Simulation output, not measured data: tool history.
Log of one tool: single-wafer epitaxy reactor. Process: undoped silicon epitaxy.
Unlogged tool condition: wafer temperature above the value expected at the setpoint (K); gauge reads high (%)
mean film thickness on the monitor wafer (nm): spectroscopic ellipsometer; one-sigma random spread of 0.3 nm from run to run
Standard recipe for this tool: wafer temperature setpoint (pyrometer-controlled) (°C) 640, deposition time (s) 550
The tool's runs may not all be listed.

| run | hour | wafer temperature setpoint (pyrometer-controlled) (°C) | deposition time (s) | wafers since the last listed run | hours since the last pyrometer calibration | hours since the gauge calibration | read-back reference wafer on the same gauge, thickness_nm | mean film thickness on the monitor wafer (nm) |
|---|---|---|---|---|---|---|---|---|
| 1 | 0 | 633 | 550 | 0 | 560.9 | 66.2 | 73.765 | 64.074 |
| 2 | 16.8 | 633 | 550 | 58 | 577.7 | 83 | 73.645 | 64.34 |
| 3 | 26.8 | 640 | 500 | 34 | 587.7 | 93 | 73.695 | 66.833 |
| 4 | 36.8 | 640 | 550 | 34 | 597.7 | 103 | 73.79 | 73.158 |
| 5 | 51.6 | 640 | 550 | 51 | 612.5 | 117.8 | 73.675 | 72.916 |
| 6 | 103.9 | 640 | 550 | 182 | 664.8 | 170.1 | 73.746 | 73.396 |
| 7 | 119.4 | 640 | 594 | 54 | 680.3 | 185.6 | 73.642 | 79.833 |
| 8 | 134.2 | 640 | 594 | 51 | 695.1 | 200.4 | 73.747 | 78.905 |
| 9 | 143.1 | 640 | 594 | 31 | 704 | 209.3 | 73.693 | 79.169 |
| 10 | 158.6 | 629 | 550 | 54 | 719.5 | 224.8 | 73.698 | 58.972 |
| 11 | 171.3 | 629 | 550 | 44 | 732.2 | 237.5 | 73.769 | 58.608 |
| 12 | 188.2 | 629 | 550 | 59 | 749.1 | 254.4 | 73.654 | 59.021 |
| 13 | 236 | 632 | 470 | 167 | 796.9 | 302.2 | 73.685 | 52.944 |
| 14 | 243.5 | 632 | 470 | 26 | 804.4 | 309.7 | 73.732 | 53.326 |
| 15 | 259.1 | 651 | 550 | 54 | 820 | 325.3 | 73.659 | 90.296 |
| 16 | 299 | 651 | 550 | 139 | 859.9 | 365.2 | 73.708 | 90.562 |
| 17 | 316.9 | 640 | 550 | 62 | 877.8 | 383.1 | 73.685 | 72.781 |
| 18 | 333.8 | 631 | 550 | 59 | 894.7 | 400 | 73.734 | 61.153 |
| 19 | 347.5 | 631 | 550 | 47 | 908.4 | 413.7 | 73.707 | 60.806 |
|  | 357.2 | gauge calibrated |
|  | 357.9 | pyrometer calibrated |
| 20 | 359.1 | 631 | 550 | 12 | 1.2 | 1.9 | 73.677 | 63.997 |
| 21 | 370.7 | 640 | 550 | 40 | 12.8 | 13.5 | 73.609 | 76.102 |
| 22 | 387.2 | 646 | 486 | 57 | 29.3 | 30 | 73.721 | 76.717 |
| 23 | 396.9 | 646 | 486 | 33 | 39 | 39.7 | 73.805 | 75.952 |
| 24 | 404.2 | 640 | 654 | 25 | 46.3 | 47 | 73.692 | 90.564 |
| 25 | 416.4 | 655 | 622 | 42 | 58.5 | 59.2 | 73.632 | 115.963 |
| 26 | 434.1 | 640 | 550 | 61 | 76.2 | 76.9 | 73.79 | 76.405 |
| 27 | 446 | 646 | 474 | 41 | 88.1 | 88.8 | 73.681 | 74.364 |
| 28 | 460.7 | 640 | 550 | 51 | 102.8 | 103.5 | 73.691 | 76.83 |
| 29 | 471.6 | 630 | 621 | 38 | 113.7 | 114.4 | 73.707 | 70.44 |
| 30 | 481.1 | 633 | 550 | 33 | 123.2 | 123.9 | 73.76 | 66.847 |
| 31 | 490.4 | 626 | 620 | 32 | 132.5 | 133.2 | 73.793 | 65.382 |
| 32 | 497.6 | 635 | 443 | 25 | 139.7 | 140.4 | 73.789 | 55.679 |
| 33 | 504.1 | 630 | 601 | 22 | 146.2 | 146.9 | 73.689 | 67.947 |
| 34 | 514.6 | 628 | 507 | 36 | 156.7 | 157.4 | 73.724 | 55.751 |
| 35 | 522.5 | 640 | 467 | 27 | 164.6 | 165.3 | 73.67 | 65.034 |
| 36 | 561.3 | 651 | 550 | 135 | 203.4 | 204.1 | 73.735 | 94.126 |
| 37 | 573.1 | 640 | 550 | 41 | 215.2 | 215.9 | 73.705 | 75.956 |
| 38 | 589.6 | 640 | 550 | 57 | 231.7 | 232.4 | 73.753 | 76.061 |
| 39 | 607.5 | 640 | 458 | 62 | 249.6 | 250.3 | 73.719 | 63.069 |
| 40 | 616.7 | 627 | 639 | 32 | 258.8 | 259.5 | 73.761 | 68.383 |
| 41 | 629.6 | 632 | 621 | 45 | 271.7 | 272.4 | 73.668 | 73.36 |
| 42 | 636.9 | 634 | 473 | 25 | 279 | 279.7 | 73.701 | 58.203 |
| 43 | 651.6 | 628 | 491 | 51 | 293.7 | 294.4 | 73.728 | 53.507 |
| 44 | 666.5 | 640 | 513 | 52 | 308.6 | 309.3 | 73.689 | 70.777 |
| 45 | 679.2 | 649 | 550 | 44 | 321.3 | 322 | 73.758 | 90.589 |
| 46 | 687.1 | 635 | 647 | 27 | 329.2 | 329.9 | 73.705 | 80.886 |

For each run, what was the tool's unlogged condition?
gauge reads high (%): 0 on each run
H1: wafer temperature above the value expected at the setpoint (K)
| run | H1 |
|---|---|
| 1 | -1.48 |
| 2 | -1.52 |
| 3 | -1.54 |
| 4 | -1.56 |
| 5 | -1.59 |
| 6 | -1.69 |
| 7 | -1.72 |
| 8 | -1.75 |
| 9 | -1.77 |
| 10 | -1.8 |
| 11 | -1.83 |
| 12 | -1.86 |
| 13 | -1.96 |
| 14 | -1.97 |
| 15 | -2 |
| 16 | -2.08 |
| 17 | -2.12 |
| 18 | -2.15 |
| 19 | -2.18 |
| 20 | 0.54 |
| 21 | 0.517 |
| 22 | 0.484 |
| 23 | 0.464 |
| 24 | 0.449 |
| 25 | 0.425 |
| 26 | 0.39 |
| 27 | 0.366 |
| 28 | 0.336 |
| 29 | 0.314 |
| 30 | 0.295 |
| 31 | 0.277 |
| 32 | 0.262 |
| 33 | 0.249 |
| 34 | 0.228 |
| 35 | 0.212 |
| 36 | 0.135 |
| 37 | 0.111 |
| 38 | 0.0781 |
| 39 | 0.0422 |
| 40 | 0.0238 |
| 41 | -0.00207 |
| 42 | -0.0167 |
| 43 | -0.0461 |
| 44 | -0.076 |
| 45 | -0.101 |
| 46 | -0.117 |

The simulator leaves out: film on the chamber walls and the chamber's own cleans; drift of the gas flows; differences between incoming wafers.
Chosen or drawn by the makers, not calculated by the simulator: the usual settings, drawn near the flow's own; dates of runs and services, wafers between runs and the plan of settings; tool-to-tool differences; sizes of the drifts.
